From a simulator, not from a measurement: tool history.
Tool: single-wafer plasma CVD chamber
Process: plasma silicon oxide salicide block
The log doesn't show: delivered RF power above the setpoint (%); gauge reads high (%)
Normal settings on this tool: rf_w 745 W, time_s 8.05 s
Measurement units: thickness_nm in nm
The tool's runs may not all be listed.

run	hour	rf_w	time_s	wafers since the last listed run	hours since the last RF generator calibration	hours since the showerhead was replaced	hours since the gauge calibration	read-back reference wafer on the same gauge, thickness_nm	thickness_nm
1	0	745	8.05	0	677.2	7236	304.2	92.093	85.142
2	67.4	745	8.05	3093	744.6	7303.4	371.6	92.056	85.108
3	104.5	745	8.05	1702	781.7	7340.5	408.7	92.13	85.524
4	157.2	745	8.05	2418	834.4	7393.2	461.4	92.016	85.361
5	237.8	745	8.05	3699	915	7473.8	542	92.096	85.248
6	327.2	745	8.05	4103	1004.4	7563.2	631.4	92.174	85.33
7	421.1	745	8.05	4309	1098.3	7657.1	725.3	92.106	84.455
8	519.6	745	8.05	4521	1196.8	7755.6	823.8	92.121	84.722
9	599	745	8.05	3644	1276.2	7835	903.2	92.06	85.679
10	661.2	840	8.05	2854	1338.4	7897.2	965.4	91.971	87.816
11	709.1	745	9.21	2198	1386.3	7945.1	1013.3	92.048	96.929
# hour 882.1: RF generator calibrated
12	954.6	745	9.21	10900	72.5	8190.6	1258.8	92.108	97.705
13	1048.9	745	9.21	4328	166.8	8284.9	1353.1	92.146	97.276
# hour 1086.8: gauge calibrated
14	1140.4	745	8.05	4199	258.3	8376.4	53.6	92.101	84.757
# hour 1164.6: showerhead replaced
15	1198.6	745	7.57	2304	316.5	34	111.8	92.046	80.024
16	1247.9	615	7.47	2262	365.8	83.3	161.1	92.078	74.447
17	1321.8	705	8.48	3391	439.7	157.2	235	92.044	88.001
18	1414.7	650	6.78	4264	532.6	250.1	327.9	92.043	69.091
19	1459.8	745	8.05	2070	577.7	295.2	373	92.046	85.043
20	1543.3	830	6.66	3832	661.2	378.7	456.5	92.034	72.56
21	1649.5	745	8.05	4874	767.4	484.9	562.7	92	84.966
22	1692.2	745	8.05	1959	810.1	527.6	605.4	92.205	85.272
23	1799	745	8.05	4902	916.9	634.4	712.2	92.126	84.581
24	1851.3	880	8.05	2400	969.2	686.7	764.5	92.025	89.194
25	1904.2	845	7.36	2428	1022.1	739.6	817.4	92.088	80.674
26	2007.2	790	8.05	4727	1125.1	842.6	920.4	92.076	86.984

4 ways to go on from here, each from the tool as it stands after run 26. What would each give?
A	2007.6	745	8.05	18	1125.5	843	920.8	?	?
B	2007.6	795	7.16	18	1125.5	843	920.8	?	?
C	2007.6	690	9.56	18	1125.5	843	920.8	?	?
D	2007.6	745	6.87	18	1125.5	843	920.8	?	?

run	read-back reference wafer on the same gauge, thickness_nm	thickness_nm
A	92.075	85.337
B	92.075	77.318
C	92.075	99.167
D	92.075	72.828
Stripped of hidden state, with their random variation kept, the same runs would have yielded:
run	thickness_nm
A	85.337
B	77.318
C	99.167
D	72.828

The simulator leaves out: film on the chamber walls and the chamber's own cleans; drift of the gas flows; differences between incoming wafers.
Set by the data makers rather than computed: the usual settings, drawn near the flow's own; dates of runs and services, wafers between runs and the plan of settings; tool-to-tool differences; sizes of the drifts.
